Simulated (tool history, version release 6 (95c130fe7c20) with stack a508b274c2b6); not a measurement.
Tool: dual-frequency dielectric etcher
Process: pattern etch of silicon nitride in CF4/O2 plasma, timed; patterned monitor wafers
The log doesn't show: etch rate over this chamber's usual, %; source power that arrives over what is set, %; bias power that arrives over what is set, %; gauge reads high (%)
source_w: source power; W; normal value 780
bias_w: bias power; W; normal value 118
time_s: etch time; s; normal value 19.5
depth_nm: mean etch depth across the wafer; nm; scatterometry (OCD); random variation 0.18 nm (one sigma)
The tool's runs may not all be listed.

run    hour  source_w  bias_w  time_s  wafers since the last listed run  hours since the last wet clean  hours since the last source power generator calibration  hours since the last bias power generator calibration  hours since the last upper electrode change  hours since the gauge calibration  read-back reference wafer on the same gauge, depth_nm  depth_nm
  1       0       720     118    19.5                                 0                           426.2                                                   2845.7                                                 4033.1                                       1986.5                                399                                                   52.6      45.5
       16.4  -- wet clean of the chamber
  2    69.5       720     118    19.5                               705                            53.1                                                   2915.2                                                 4102.6                                         2056                              468.5                                                   52.6      45.7
  3   160.6       780     141    19.5                              1210                           144.2                                                   3006.3                                                 4193.7                                       2147.1                              559.6                                                   52.6      53.8
  4   258.3       780     141    19.5                              1298                           241.9                                                     3104                                                 4291.4                                       2244.8                              657.3                                                   52.5      53.9
  5   295.7       780     141    19.5                               496                           279.3                                                   3141.4                                                 4328.8                                       2282.2                              694.7                                                   52.7        54
      457.7  -- wet clean of the chamber
  6   458.2       870     118    19.5                              1840                             0.5                                                   3303.9                                                 4491.3                                       2444.7                              857.2                                                   52.7      54.8
  7   516.1       780     118    19.5                               769                            58.4                                                   3361.8                                                 4549.2                                       2502.6                              915.1                                                   52.6      49.4
  8     576       780     118    19.5                               795                           118.3                                                   3421.7                                                 4609.1                                       2562.5                                975                                                   52.5      49.2
      660.6  -- source power generator calibrated
      818.5  -- wet clean of the chamber
      857.6  -- gauge calibrated
  9   860.6       780     118    19.5                              3409                            42.1                                                      200                                                 4893.7                                       2847.1                                  3                                                   52.5      48.1
 10   945.9       780     118    19.5                              1133                           127.4                                                    285.3                                                   4979                                       2932.4                               88.3                                                   52.6      47.8
      988.4  -- bias power generator calibrated
 11  1031.3       780     118    19.5                              1081                           212.8                                                    370.7                                                   42.9                                       3017.8                              173.7                                                   52.5        48
 12  1067.7       710     118    19.5                               483                           249.2                                                    407.1                                                   79.3                                       3054.2                              210.1                                                   52.6      43.5
 13  1105.4       780     118      22                               500                           286.9                                                    444.8                                                    117                                       3091.9                              247.8                                                   52.7      54.1
       1158  -- upper electrode replaced
 14  1158.5       780     118    19.5                               386                             340                                                    497.9                                                  170.1                                          0.5                              300.9                                                   52.6      48.3
     1214.8  -- wet clean of the chamber
 15  1215.3       780     118      23                               435                             0.5                                                    554.7                                                  226.9                                         57.3                              357.7                                                   52.5      57.2
 16  1274.7       600     118      21                               789                            59.9                                                    614.1                                                  286.3                                        116.7                              417.1                                                   52.6      40.3
 17  1340.6       780     126    19.5                               875                           125.8                                                      680                                                  352.2                                        182.6                                483                                                   52.6        50
 18    1405       720     118    19.5                               855                           190.2                                                    744.4                                                  416.6                                          247                              547.4                                                   52.7      44.9
 19  1499.4       690     131      16                              1254                           284.6                                                    838.8                                                    511                                        341.4                              641.8                                                   52.6      37.1
     1583.7  -- wet clean of the chamber
 20  1584.2       690     131      16                               807                             0.5                                                    923.6                                                  595.8                                        426.2                              726.6                                                   52.6      37.4
 21  1634.7       780     126    19.5                               671                              51                                                    974.1                                                  646.3                                        476.7                              777.1                                                   52.6      50.5
 22  1680.4       780     118    19.5                               607                            96.7                                                   1019.8                                                    692                                        522.4                              822.8                                                   52.6      48.6
 23    1729       650     118    19.5                               645                           145.3                                                   1068.4                                                  740.6                                          571                              871.4                                                   52.6      40.8

5 options for the next run, each taken on its own from the tool as it stands now. Forecast them:
  A  1729.4       780     118    19.5                                 5                           145.7                                                   1068.8                                                    741                                        571.4                              871.8                                                      ?         ?
  B  1729.4       620     118    23.5                                 5                           145.7                                                   1068.8                                                    741                                        571.4                              871.8                                                      ?         ?
  C  1729.4       600     134    19.5                                 5                           145.7                                                   1068.8                                                    741                                        571.4                              871.8                                                      ?         ?
  D  1729.4       890     129    19.5                                 5                           145.7                                                   1068.8                                                    741                                        571.4                              871.8                                                      ?         ?
  E  1729.4       780     139    24.5                                 5                           145.7                                                   1068.8                                                    741                                        571.4                              871.8                                                      ?         ?

run  read-back reference wafer on the same gauge, depth_nm  depth_nm
  A                                                   52.6      48.6
  B                                                   52.6      46.8
  C                                                   52.6      40.2
  D                                                   52.6      57.6
  E                                                   52.6      66.3
What these runs would have given with no unlogged condition in the tool:
run  depth_nm
  A      47.1
  B      45.5
  C        39
  D      55.9
  E      64.4

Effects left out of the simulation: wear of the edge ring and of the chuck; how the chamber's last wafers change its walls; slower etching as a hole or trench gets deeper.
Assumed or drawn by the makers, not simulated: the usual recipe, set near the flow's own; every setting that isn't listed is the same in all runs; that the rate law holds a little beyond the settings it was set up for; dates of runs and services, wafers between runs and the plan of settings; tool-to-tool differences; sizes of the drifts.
